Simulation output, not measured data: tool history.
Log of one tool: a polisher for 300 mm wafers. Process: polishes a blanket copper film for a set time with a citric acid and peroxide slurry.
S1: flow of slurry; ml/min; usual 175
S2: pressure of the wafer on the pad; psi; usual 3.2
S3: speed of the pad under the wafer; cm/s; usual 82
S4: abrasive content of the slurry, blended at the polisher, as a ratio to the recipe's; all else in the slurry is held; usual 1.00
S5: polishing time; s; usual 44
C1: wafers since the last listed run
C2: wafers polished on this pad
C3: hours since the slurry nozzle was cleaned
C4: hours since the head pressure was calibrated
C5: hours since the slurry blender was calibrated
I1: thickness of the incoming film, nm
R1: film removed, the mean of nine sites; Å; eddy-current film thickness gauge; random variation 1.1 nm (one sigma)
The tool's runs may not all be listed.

run    hour   S1   S2   S3    S4  S5    C1    C2     C3     C4     C5     I1   R1
  1     0.0  215  3.6   82  1.00  44     0  4230  104.1  499.1  594.7  811.5  843
  2    60.4  215  3.6   82  1.00  44   682  4913  164.5  559.5  655.1  831.9  838
      100.1  -- slurry blender recalibrated
  3   168.2  215  3.6   82  1.00  44  1196  6109  272.3  667.3   68.1  833.1  759
      218.9  -- head pressure recalibrated
      364.4  -- worn pad replaced by a new one
  4   378.7  175  3.2   66  1.00  44  2312   161  482.8  159.8  278.6  827.4  459
  5   454.4  175  3.2   66  1.00  44   855  1017  558.5  235.5  354.3  835.3  420
  6   525.6  175  3.2   66  1.00  44   804  1821  629.7  306.7  425.5  829.8  404
      576.5  -- slurry nozzle cleaned
  7   628.5  175  3.2   82  1.00  44  1152  2974   52.0  409.6  528.4  821.6  793
  8   706.3  175  3.2   82  1.25  44   879  3853  129.8  487.4  606.2  835.6  813
      802.8  -- slurry blender recalibrated
  9   813.3  160  3.2   82  1.20  44  1187  5040  236.8  594.4   10.5  822.5  686
 10   895.7  175  3.2   82  1.00  44   931  5972  319.2  676.8   92.9  827.5  658
      953.6  -- head pressure recalibrated
 11   999.0  175  3.2   74  0.80  58  1145  7117  422.5   45.4  196.2  830.6  713
     1071.8  -- worn pad replaced by a new one
 12  1089.5  190  4.1   82  1.25  44   977   199  513.0  135.9  286.7  820.3  726
 13  1145.8  175  3.2   82  1.00  44   636   836  569.3  192.2  343.0  837.3  549
 14  1227.6  175  3.2   82  1.00  44   924  1761  651.1  274.0  424.8  818.1  506
 15  1313.1  175  3.2   82  1.00  44   966  2727  736.6  359.5  510.3  838.8  496
     1364.6  -- slurry nozzle cleaned
 16  1365.0  175  4.1   66  1.00  30   575  3303    0.4  411.4  562.2  828.9  552
 17  1427.5  230  3.2   82  1.00  44   706  4009   62.9  473.9  624.7  838.7  832
 18  1504.0  175  3.7   74  1.25  32   864  4874  139.4  550.4  701.2  841.1  576
     1561.1  -- slurry blender recalibrated
 19  1571.5  175  3.9   90  0.75  38   740  5615  206.9  617.9   10.4  823.7  654
 20  1620.6  230  3.2   82  1.00  44   555  6170  256.0  667.0   59.5  822.1  761
 21  1668.7  175  3.2   82  1.00  33   543  6714  304.1  715.1  107.6  834.9  476
 22  1712.5  130  3.2  108  0.85  57   495  7209  347.9  758.9  151.4  826.3  632
     1740.6  -- head pressure recalibrated
     1797.9  -- worn pad replaced by a new one
 23  1824.0  145  4.1   82  1.25  54  1192   294  459.4   83.4  262.9  843.3  626
 24  1914.7  175  3.2   62  1.00  57  1025  1320  550.1  174.1  353.6  843.2  561
 25  1993.3  175  3.2   82  1.30  44   888  2208  628.7  252.7  432.2  822.8  506
     2066.9  -- slurry nozzle cleaned
 26  2098.7  175  3.2   82  1.00  44  1180  3389   31.8  358.1  537.6  828.2  798
 27  2136.0  175  3.2   82  1.00  44   421  3810   69.1  395.4  574.9  846.3  796
 28  2209.4  175  3.2   82  1.00  44   829  4640  142.5  468.8  648.3  847.3  731
 29  2280.6  230  3.2   92  1.00  44   804  5445  213.7  540.0  719.5  823.4  831

Forecast each of these 5 alternatives for the next run:
  A  2281.0  175  3.2  100  1.00  44   4  5450  214.1  540.4  719.9  833.9   ?
  B  2281.0  175  3.6  110  0.85  44   4  5450  214.1  540.4  719.9  833.9   ?
  C  2281.0  175  2.3   62  1.25  38   4  5450  214.1  540.4  719.9  833.9   ?
  D  2281.0  145  2.6  110  1.20  44   4  5450  214.1  540.4  719.9  833.9   ?
  E  2281.0  175  3.6   82  1.00  44   4  5450  214.1  540.4  719.9  833.9   ?

run   R1
  A  784
  B  849
  C  463
  D  692
  E  727
Without the tool's hidden state the same runs would have given:
run    R1
  A   928
  B  1005
  C   548
  D   880
  E   861
